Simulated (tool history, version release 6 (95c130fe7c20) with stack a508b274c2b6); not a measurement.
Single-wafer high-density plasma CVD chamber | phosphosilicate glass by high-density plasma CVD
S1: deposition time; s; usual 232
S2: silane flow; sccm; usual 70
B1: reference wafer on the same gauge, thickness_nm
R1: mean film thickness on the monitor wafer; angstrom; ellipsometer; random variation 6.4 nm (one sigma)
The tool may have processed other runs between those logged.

run	day	S1	S2	B1	R1
1	0.000	232	70	1590.517	17217.79
2	10.642	232	70	1588.901	17055.59
3	14.675	232	70	1589.511	16979.90
4	17.438	232	73	1586.662	17649.72
5	20.917	232	73	1589.156	17578.73
6	23.871	232	73	1588.208	17563.62
# day 26.258: gauge calibrated
7	28.308	232	65	1589.542	15709.23
# day 31.871: silane flow controller replaced
8	31.892	232	70	1588.564	17702.33
9	34.450	232	70	1590.511	17455.67
10	38.171	201	75	1591.147	16237.18
11	40.412	190	59	1589.695	12384.20
12	42.883	193	74	1588.963	15244.13
13	47.133	208	77	1590.504	17087.94
14	54.775	270	80	1589.168	22757.21

Here are 3 independent what-if runs from the current tool condition. What would each one return?
A	54.796	232	63	?	?
B	54.796	186	80	?	?
C	54.796	192	66	?	?

run	B1	R1
A	1589.149	15757.24
B	1589.149	15658.55
C	1589.149	13591.62
With the hidden condition removed and each run's random variation left untouched, the same runs would have given:
run	R1
A	16095.87
B	15995.06
C	13883.71
